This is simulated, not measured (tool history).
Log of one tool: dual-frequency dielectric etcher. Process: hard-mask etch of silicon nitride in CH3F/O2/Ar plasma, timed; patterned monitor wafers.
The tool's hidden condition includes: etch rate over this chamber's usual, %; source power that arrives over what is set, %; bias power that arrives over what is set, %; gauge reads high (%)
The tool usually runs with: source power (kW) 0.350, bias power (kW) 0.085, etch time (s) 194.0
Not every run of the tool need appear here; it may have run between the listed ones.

run,hour,source power (kW),bias power (kW),etch time (s),wafers since the last listed run,hours since the last wet clean,hours since the last source power generator calibration,hours since the last bias power generator calibration,hours since the last upper electrode change,hours since the gauge calibration,"read-back reference wafer on the same gauge, depth_nm",mean etch depth across the wafer (nm)
1,0.0,0.350,0.085,194.0,0,480.2,874.2,699.2,4161.3,1863.3,124.6,140.7
# hour 35.6: wet clean of the chamber
2,96.6,0.350,0.093,194.0,576,61.0,970.8,795.8,4257.9,1959.9,125.2,147.7
3,162.5,0.350,0.093,194.0,522,126.9,1036.7,861.7,4323.8,2025.8,125.4,146.6
4,216.9,0.350,0.080,194.0,431,181.3,1091.1,916.1,4378.2,2080.2,125.0,135.4
5,282.7,0.350,0.085,194.0,522,247.1,1156.9,981.9,4444.0,2146.0,125.0,139.1
6,366.1,0.350,0.085,194.0,661,330.5,1240.3,1065.3,4527.4,2229.4,124.9,141.7
7,467.9,0.350,0.085,194.0,807,432.3,1342.1,1167.1,4629.2,2331.2,125.0,139.1
# hour 535.0: wet clean of the chamber
8,567.4,0.350,0.085,194.0,599,32.4,1441.6,1266.6,4728.7,2430.7,125.1,141.5
9,614.9,0.350,0.085,194.0,376,79.9,1489.1,1314.1,4776.2,2478.2,125.2,140.9
10,672.6,0.350,0.085,194.0,457,137.6,1546.8,1371.8,4833.9,2535.9,125.2,141.1
11,752.3,0.350,0.085,194.0,632,217.3,1626.5,1451.5,4913.6,2615.6,124.8,140.3
12,803.4,0.350,0.085,194.0,405,268.4,1677.6,1502.6,4964.7,2666.7,124.8,140.2
13,884.1,0.350,0.085,194.0,640,349.1,1758.3,1583.3,5045.4,2747.4,125.2,141.0
14,927.5,0.350,0.085,194.0,344,392.5,1801.7,1626.7,5088.8,2790.8,125.1,140.4
# hour 992.5: wet clean of the chamber
15,1025.4,0.350,0.068,194.0,586,32.9,1899.6,1724.6,5186.7,2888.7,125.0,121.9
# hour 1100.7: upper electrode replaced
# hour 1109.9: bias power generator calibrated
16,1110.4,0.280,0.100,215.0,452,117.9,1984.6,0.5,9.7,2973.7,125.1,162.4
17,1191.7,0.350,0.085,194.0,645,199.2,2065.9,81.8,91.0,3055.0,125.1,140.9
18,1261.6,0.380,0.103,172.0,554,269.1,2135.8,151.7,160.9,3124.9,125.1,140.2
19,1319.3,0.390,0.102,228.5,457,326.8,2193.5,209.4,218.6,3182.6,125.1,186.3
# hour 1352.7: gauge calibrated
20,1388.4,0.390,0.072,147.0,548,395.9,2262.6,278.5,287.7,35.7,125.2,99.3
# hour 1431.4: wet clean of the chamber
21,1435.8,0.350,0.085,194.0,185,4.4,2310.0,325.9,335.1,83.1,124.8,140.5
22,1536.9,0.350,0.085,226.0,802,105.5,2411.1,427.0,436.2,184.2,125.1,163.0
23,1580.7,0.280,0.079,140.0,347,149.3,2454.9,470.8,480.0,228.0,125.2,93.1
24,1622.6,0.350,0.085,194.0,332,191.2,2496.8,512.7,521.9,269.9,125.1,139.4
25,1697.9,0.380,0.085,194.0,597,266.5,2572.1,588.0,597.2,345.2,125.2,143.3
# hour 1718.9: source power generator calibrated
26,1781.1,0.320,0.072,229.5,628,349.7,62.2,671.2,680.4,428.4,125.0,147.9
# hour 1856.2: wet clean of the chamber
27,1873.4,0.350,0.085,194.0,541,17.2,154.5,763.5,772.7,520.7,125.3,140.3
28,1933.7,0.350,0.085,194.0,478,77.5,214.8,823.8,833.0,581.0,125.0,139.0
29,1970.2,0.350,0.085,222.5,289,114.0,251.3,860.3,869.5,617.5,124.8,160.4
30,2287.0,0.290,0.092,158.0,2513,430.8,568.1,1177.1,1186.3,934.3,125.3,114.1

List, for all runs, the conditions of the tool that the log does not record:
etch rate over this chamber's usual, %: 0 on each run
source power that arrives over what is set, %: 0 on each run
bias power that arrives over what is set, %: 0 on each run
gauge reads high (%): 0 on each run

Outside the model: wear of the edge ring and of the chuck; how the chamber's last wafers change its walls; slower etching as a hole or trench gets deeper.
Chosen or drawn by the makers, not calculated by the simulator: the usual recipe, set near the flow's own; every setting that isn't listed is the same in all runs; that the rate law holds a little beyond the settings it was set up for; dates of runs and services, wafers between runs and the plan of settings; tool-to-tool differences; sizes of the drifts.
